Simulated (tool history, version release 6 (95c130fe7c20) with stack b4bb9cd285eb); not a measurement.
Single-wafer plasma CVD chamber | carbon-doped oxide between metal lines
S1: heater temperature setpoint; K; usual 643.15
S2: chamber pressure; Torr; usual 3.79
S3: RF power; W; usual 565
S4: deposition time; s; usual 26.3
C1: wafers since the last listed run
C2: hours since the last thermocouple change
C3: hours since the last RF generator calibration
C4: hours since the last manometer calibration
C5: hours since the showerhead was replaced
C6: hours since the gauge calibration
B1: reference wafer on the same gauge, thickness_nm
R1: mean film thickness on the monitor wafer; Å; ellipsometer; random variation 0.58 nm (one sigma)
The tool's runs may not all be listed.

run    hour      S1    S2   S3    S4    C1      C2      C3     C4      C5      C6       B1       R1
  1     0.0  643.15  3.79  565  26.3     0  1549.9    66.4  383.5  6603.0  1407.9  118.980  1400.88
  2    92.9  643.15  3.79  565  26.3  1875  1642.8   159.3  476.4  6695.9  1500.8  118.943  1409.68
  3   150.4  643.15  3.79  565  26.3  1160  1700.3   216.8  533.9  6753.4  1558.3  118.955  1397.16
  4   258.1  643.15  3.79  565  26.3  2173  1808.0   324.5  641.6  6861.1  1666.0  119.030  1397.77
  5   359.7  643.15  3.79  565  23.3  2050  1909.6   426.1  743.2  6962.7  1767.6  118.881  1241.23
  6   446.5  643.15  3.79  565  23.3  1752  1996.4   512.9  830.0  7049.5  1854.4  118.937  1246.66
      459.7  -- capacitance manometer re-zeroed and calibrated
  7   483.4  643.15  3.79  565  26.3   583  2033.3   549.8   23.7  7086.4  1891.3  118.922  1404.70
  8   572.6  643.15  3.79  565  26.3  1800  2122.5   639.0  112.9  7175.6  1980.5  119.024  1397.92
  9   621.5  643.15  3.79  565  26.3   987  2171.4   687.9  161.8  7224.5  2029.4  119.015  1395.92
 10   663.2  634.15  3.79  565  26.3   841  2213.1   729.6  203.5  7266.2  2071.1  118.912  1417.42
      732.7  -- thermocouple changed; heater temperature recalibrated
 11   757.3  643.15  4.28  565  26.3  1737    24.6   823.7  297.6  7360.3  2165.2  119.088  1410.39
      780.6  -- gauge calibrated
 12   855.1  643.15  3.79  660  26.3  1974   122.4   921.5  395.4  7458.1    74.5  119.097  1546.24
 13   949.2  643.15  4.04  620  26.3  1899   216.5  1015.6  489.5  7552.2   168.6  118.982  1479.32
 14  1262.8  643.15  3.79  565  26.3  6330   530.1  1329.2  803.1  7865.8   482.2  118.947  1367.03
 15  1328.8  650.15  3.79  565  26.3  1332   596.1  1395.2  869.1  7931.8   548.2  119.022  1351.77
     1362.4  -- RF generator calibrated
     1413.0  -- showerhead replaced
 16  1434.2  643.15  3.54  565  21.4  1804   701.5    71.8  974.5    21.2   653.6  119.034  1151.45
     1447.9  -- capacitance manometer re-zeroed and calibrated
 17  1509.5  643.15  3.50  460  21.6  1358   776.8   147.1   61.6    96.5   728.9  119.006   986.76
 18  1588.5  643.15  2.90  645  28.7  1594   855.8   226.1  140.6   175.5   807.9  119.038  1652.42
 19  1698.7  643.15  3.38  505  22.0  2224   966.0   336.3  250.8   285.7   918.1  119.013  1075.42
 20  1744.3  643.15  3.79  565  26.3   920  1011.6   381.9  296.4   331.3   963.7  118.897  1410.61
 21  1840.1  657.15  3.24  480  26.3  1933  1107.4   477.7  392.2   427.1  1059.5  119.032  1192.33
 22  1974.7  643.15  3.79  565  26.3  2716  1242.0   612.3  526.8   561.7  1194.1  119.059  1405.15

4 ways to go on from here, each from the tool as it stands after run 22. What would each give?
  A  1975.1  643.15  3.79  565  26.3   8  1242.4  612.7  527.2  562.1  1194.5   ?   ?
  B  1975.1  629.15  3.08  500  26.3   8  1242.4  612.7  527.2  562.1  1194.5   ?   ?
  C  1975.1  643.15  4.35  515  26.3   8  1242.4  612.7  527.2  562.1  1194.5   ?   ?
  D  1975.1  643.15  3.02  645  26.3   8  1242.4  612.7  527.2  562.1  1194.5   ?   ?

run       B1       R1
  A  118.929  1399.94
  B  118.929  1301.49
  C  118.929  1323.37
  D  118.929  1513.37
Without the tool's hidden state the same runs would have given:
run       R1
  A  1406.64
  B  1308.03
  C  1329.89
  D  1520.47

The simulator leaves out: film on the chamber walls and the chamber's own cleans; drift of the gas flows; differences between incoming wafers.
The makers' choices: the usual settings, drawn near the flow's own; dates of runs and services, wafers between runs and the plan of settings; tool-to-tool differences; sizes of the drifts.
